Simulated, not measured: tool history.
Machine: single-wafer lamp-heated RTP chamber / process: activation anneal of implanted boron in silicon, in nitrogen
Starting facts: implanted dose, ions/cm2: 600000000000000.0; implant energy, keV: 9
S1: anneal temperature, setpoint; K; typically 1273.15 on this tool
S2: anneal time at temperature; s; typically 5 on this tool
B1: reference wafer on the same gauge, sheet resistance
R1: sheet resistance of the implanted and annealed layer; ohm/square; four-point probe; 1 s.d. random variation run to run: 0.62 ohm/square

run 1 hour=0.0 | S1=1273.15 S2=5 | B1=260.91 | R1=217.22
-- hour=64.8 reflector plate cleaned
-- hour=149.1 pyrometer window cleaned and pyrometer calibrated
run 2 hour=205.5 | S1=1273.15 S2=5 | B1=261.06 | R1=217.73
run 3 hour=242.9 | S1=1273.15 S2=5 | B1=260.87 | R1=216.73
run 4 hour=281.7 | S1=1273.15 S2=5 | B1=261.08 | R1=216.73
run 5 hour=340.6 | S1=1273.15 S2=5 | B1=260.90 | R1=216.05
-- hour=381.2 reflector plate cleaned
run 6 hour=409.9 | S1=1273.15 S2=5 | B1=261.05 | R1=215.16
run 7 hour=479.0 | S1=1273.15 S2=5 | B1=260.84 | R1=216.86
-- hour=522.2 pyrometer window cleaned and pyrometer calibrated
run 8 hour=544.6 | S1=1273.15 S2=5 | B1=261.11 | R1=217.63
run 9 hour=583.2 | S1=1273.15 S2=5 | B1=261.07 | R1=218.44
run 10 hour=681.9 | S1=1273.15 S2=5 | B1=261.05 | R1=215.83
-- hour=705.9 reflector plate cleaned
run 11 hour=720.1 | S1=1293.15 S2=7 | B1=261.03 | R1=214.09
run 12 hour=784.0 | S1=1293.15 S2=7 | B1=260.96 | R1=214.48
run 13 hour=867.2 | S1=1273.15 S2=5 | B1=260.94 | R1=216.40
-- hour=877.4 gauge calibrated
-- hour=900.4 pyrometer window cleaned and pyrometer calibrated
run 14 hour=969.5 | S1=1273.15 S2=3 | B1=261.07 | R1=218.70
run 15 hour=1008.7 | S1=1273.15 S2=5 | B1=260.92 | R1=217.37
-- hour=1039.2 reflector plate cleaned
run 16 hour=1086.6 | S1=1273.15 S2=5 | B1=260.98 | R1=216.39
run 17 hour=1151.6 | S1=1250.15 S2=7 | B1=260.93 | R1=223.91
run 18 hour=1210.6 | S1=1273.15 S2=5 | B1=261.01 | R1=217.42
run 19 hour=1256.2 | S1=1245.15 S2=4 | B1=260.89 | R1=229.22
-- hour=1277.8 pyrometer window cleaned and pyrometer calibrated
-- hour=1321.5 reflector plate cleaned
run 20 hour=1331.0 | S1=1273.15 S2=4 | B1=260.92 | R1=217.29
run 21 hour=1414.5 | S1=1273.15 S2=7 | B1=260.88 | R1=215.22
run 22 hour=1507.8 | S1=1248.15 S2=5 | B1=261.09 | R1=227.05
run 23 hour=1569.2 | S1=1273.15 S2=5 | B1=261.05 | R1=217.41
-- hour=1626.2 reflector plate cleaned
run 24 hour=1659.5 | S1=1297.15 S2=5 | B1=261.05 | R1=213.52

Each row is a separate what-if for the run after 24, all from the same tool condition, not one after another. Results?
run A hour=1659.9 | S1=1265.15 S2=5 | B1=? | R1=?
run B hour=1659.9 | S1=1243.15 S2=3 | B1=? | R1=?
run C hour=1659.9 | S1=1281.15 S2=7 | B1=? | R1=?
run D hour=1659.9 | S1=1282.15 S2=7 | B1=? | R1=?

run=A B1=261.08 R1=218.50
run=B B1=261.08 R1=231.44
run=C B1=261.08 R1=215.37
run=D B1=261.08 R1=215.28
With no hidden state in the tool, these same runs would have given:
run=A R1=223.83
run=B R1=247.06
run=C R1=217.21
run=D R1=217.01
